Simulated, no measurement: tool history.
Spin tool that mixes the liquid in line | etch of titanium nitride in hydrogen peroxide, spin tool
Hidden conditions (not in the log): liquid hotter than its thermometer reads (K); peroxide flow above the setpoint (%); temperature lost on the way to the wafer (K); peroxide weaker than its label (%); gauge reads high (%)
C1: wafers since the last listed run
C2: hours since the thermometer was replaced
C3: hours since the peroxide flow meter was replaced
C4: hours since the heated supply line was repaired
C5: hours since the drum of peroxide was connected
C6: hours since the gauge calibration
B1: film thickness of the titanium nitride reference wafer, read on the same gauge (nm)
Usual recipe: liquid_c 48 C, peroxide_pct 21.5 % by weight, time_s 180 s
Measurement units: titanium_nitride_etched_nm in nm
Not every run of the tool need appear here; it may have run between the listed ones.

{"run": 1, "hour": 0.0, "liquid_c": 48, "peroxide_pct": 21.5, "time_s": 180, "C1": 0, "C2": 564.2, "C3": 490.3, "C4": 1247, "C5": 598.7, "C6": 410, "B1": 100, "titanium_nitride_etched_nm": 12.2}
{"run": 2, "hour": 20.1, "liquid_c": 44, "peroxide_pct": 21.5, "time_s": 180, "C1": 110, "C2": 584.3, "C3": 510.4, "C4": 1267.1, "C5": 618.8, "C6": 430.1, "B1": 99.99, "titanium_nitride_etched_nm": 9.11}
{"run": 3, "hour": 56.1, "liquid_c": 44, "peroxide_pct": 21.5, "time_s": 180, "C1": 197, "C2": 620.3, "C3": 546.4, "C4": 1303.1, "C5": 654.8, "C6": 466.1, "B1": 100.02, "titanium_nitride_etched_nm": 9.02}
{"run": 4, "hour": 84.5, "liquid_c": 48, "peroxide_pct": 21.5, "time_s": 155, "C1": 156, "C2": 648.7, "C3": 574.8, "C4": 1331.5, "C5": 683.2, "C6": 494.5, "B1": 99.98, "titanium_nitride_etched_nm": 10.44}
{"run": 5, "hour": 113.4, "liquid_c": 48, "peroxide_pct": 21.5, "time_s": 180, "C1": 158, "C2": 677.6, "C3": 603.7, "C4": 1360.4, "C5": 712.1, "C6": 523.4, "B1": 99.98, "titanium_nitride_etched_nm": 12.12}
{"run": 6, "hour": 137.5, "liquid_c": 48, "peroxide_pct": 21.5, "time_s": 180, "C1": 132, "C2": 701.7, "C3": 627.8, "C4": 1384.5, "C5": 736.2, "C6": 547.5, "B1": 100, "titanium_nitride_etched_nm": 12.13}
{"run": 7, "hour": 169.6, "liquid_c": 48, "peroxide_pct": 21.5, "time_s": 180, "C1": 176, "C2": 733.8, "C3": 659.9, "C4": 1416.6, "C5": 768.3, "C6": 579.6, "B1": 99.98, "titanium_nitride_etched_nm": 12.08}
{"hour": 206.3, "done": "thermometer replaced"}
{"hour": 216.5, "done": "new drum of peroxide connected"}
{"run": 8, "hour": 218.1, "liquid_c": 48, "peroxide_pct": 21.5, "time_s": 180, "C1": 255, "C2": 11.8, "C3": 708.4, "C4": 1465.1, "C5": 1.6, "C6": 628.1, "B1": 100.02, "titanium_nitride_etched_nm": 12.04}
{"hour": 236.9, "done": "gauge calibrated"}
{"run": 9, "hour": 250.6, "liquid_c": 48, "peroxide_pct": 21.5, "time_s": 180, "C1": 178, "C2": 44.3, "C3": 740.9, "C4": 1497.6, "C5": 34.1, "C6": 13.7, "B1": 99.98, "titanium_nitride_etched_nm": 12.01}
{"run": 10, "hour": 275.6, "liquid_c": 48, "peroxide_pct": 21.5, "time_s": 180, "C1": 137, "C2": 69.3, "C3": 765.9, "C4": 1522.6, "C5": 59.1, "C6": 38.7, "B1": 100, "titanium_nitride_etched_nm": 12.11}
{"run": 11, "hour": 287.6, "liquid_c": 48, "peroxide_pct": 21.5, "time_s": 180, "C1": 65, "C2": 81.3, "C3": 777.9, "C4": 1534.6, "C5": 71.1, "C6": 50.7, "B1": 100, "titanium_nitride_etched_nm": 12.15}
{"hour": 300.7, "done": "peroxide flow meter replaced"}
{"run": 12, "hour": 304.1, "liquid_c": 43, "peroxide_pct": 21.5, "time_s": 115, "C1": 85, "C2": 97.8, "C3": 3.4, "C4": 1551.1, "C5": 87.6, "C6": 67.2, "B1": 99.99, "titanium_nitride_etched_nm": 5.28}
{"run": 13, "hour": 318.4, "liquid_c": 48, "peroxide_pct": 21.5, "time_s": 180, "C1": 78, "C2": 112.1, "C3": 17.7, "C4": 1565.4, "C5": 101.9, "C6": 81.5, "B1": 100, "titanium_nitride_etched_nm": 11.96}
{"run": 14, "hour": 331.3, "liquid_c": 48, "peroxide_pct": 21.5, "time_s": 180, "C1": 70, "C2": 125, "C3": 30.6, "C4": 1578.3, "C5": 114.8, "C6": 94.4, "B1": 100, "titanium_nitride_etched_nm": 12.02}
{"run": 15, "hour": 353.0, "liquid_c": 54, "peroxide_pct": 24.5, "time_s": 180, "C1": 119, "C2": 146.7, "C3": 52.3, "C4": 1600, "C5": 136.5, "C6": 116.1, "B1": 100, "titanium_nitride_etched_nm": 19.03}
{"run": 16, "hour": 379.0, "liquid_c": 48, "peroxide_pct": 21.5, "time_s": 260, "C1": 142, "C2": 172.7, "C3": 78.3, "C4": 1626, "C5": 162.5, "C6": 142.1, "B1": 99.99, "titanium_nitride_etched_nm": 17.29}
{"run": 17, "hour": 393.1, "liquid_c": 53.5, "peroxide_pct": 26.5, "time_s": 230, "C1": 77, "C2": 186.8, "C3": 92.4, "C4": 1640.1, "C5": 176.6, "C6": 156.2, "B1": 100.02, "titanium_nitride_etched_nm": 23.9}
{"run": 18, "hour": 416.6, "liquid_c": 48, "peroxide_pct": 21.5, "time_s": 180, "C1": 129, "C2": 210.3, "C3": 115.9, "C4": 1663.6, "C5": 200.1, "C6": 179.7, "B1": 100, "titanium_nitride_etched_nm": 12.02}
{"hour": 419.4, "done": "heated supply line repaired"}
{"run": 19, "hour": 433.0, "liquid_c": 50.5, "peroxide_pct": 21.5, "time_s": 255, "C1": 84, "C2": 226.7, "C3": 132.3, "C4": 13.6, "C5": 216.5, "C6": 196.1, "B1": 100.02, "titanium_nitride_etched_nm": 21.93}
{"run": 20, "hour": 459.0, "liquid_c": 48, "peroxide_pct": 19, "time_s": 135, "C1": 142, "C2": 252.7, "C3": 158.3, "C4": 39.6, "C5": 242.5, "C6": 222.1, "B1": 99.98, "titanium_nitride_etched_nm": 9.43}
{"run": 21, "hour": 474.4, "liquid_c": 56, "peroxide_pct": 21.5, "time_s": 180, "C1": 84, "C2": 268.1, "C3": 173.7, "C4": 55, "C5": 257.9, "C6": 237.5, "B1": 99.99, "titanium_nitride_etched_nm": 22.85}
{"run": 22, "hour": 494.3, "liquid_c": 44.5, "peroxide_pct": 16, "time_s": 130, "C1": 109, "C2": 288, "C3": 193.6, "C4": 74.9, "C5": 277.8, "C6": 257.4, "B1": 100, "titanium_nitride_etched_nm": 6.73}
{"run": 23, "hour": 522.0, "liquid_c": 48, "peroxide_pct": 21.5, "time_s": 250, "C1": 152, "C2": 315.7, "C3": 221.3, "C4": 102.6, "C5": 305.5, "C6": 285.1, "B1": 100, "titanium_nitride_etched_nm": 17.77}
{"run": 24, "hour": 537.8, "liquid_c": 41.5, "peroxide_pct": 21.5, "time_s": 180, "C1": 86, "C2": 331.5, "C3": 237.1, "C4": 118.4, "C5": 321.3, "C6": 300.9, "B1": 99.99, "titanium_nitride_etched_nm": 7.96}
{"run": 25, "hour": 573.6, "liquid_c": 52.5, "peroxide_pct": 21.5, "time_s": 180, "C1": 196, "C2": 367.3, "C3": 272.9, "C4": 154.2, "C5": 357.1, "C6": 336.7, "B1": 100.01, "titanium_nitride_etched_nm": 17.82}

How the hidden state differs across the entries between the runs, from the last listed run before each to the first after it:
Run 7 -> run 8: thermometer replaced (hour 206.3); new drum of peroxide connected (hour 216.5)
  temperature lost on the way to the wafer (K): 0.978 -> 1.01
  measured value less the no-hidden-state value, titanium_nitride_etched_nm: -0.9 -> -0.93 nm
Run 8 -> run 9: gauge calibrated (hour 236.9)
  temperature lost on the way to the wafer (K): 1.01 -> 1.03
  measured value less the no-hidden-state value, titanium_nitride_etched_nm: -0.93 -> -0.95 nm
Run 11 -> run 12: peroxide flow meter replaced (hour 300.7)
  temperature lost on the way to the wafer (K): 1.05 -> 1.06
  measured value less the no-hidden-state value, titanium_nitride_etched_nm: -0.98 -> -0.44 nm
Run 18 -> run 19: heated supply line repaired (hour 419.4)
  temperature lost on the way to the wafer (K): 1.12 -> 0.0839
  measured value less the no-hidden-state value, titanium_nitride_etched_nm: -1.03 -> -0.13 nm
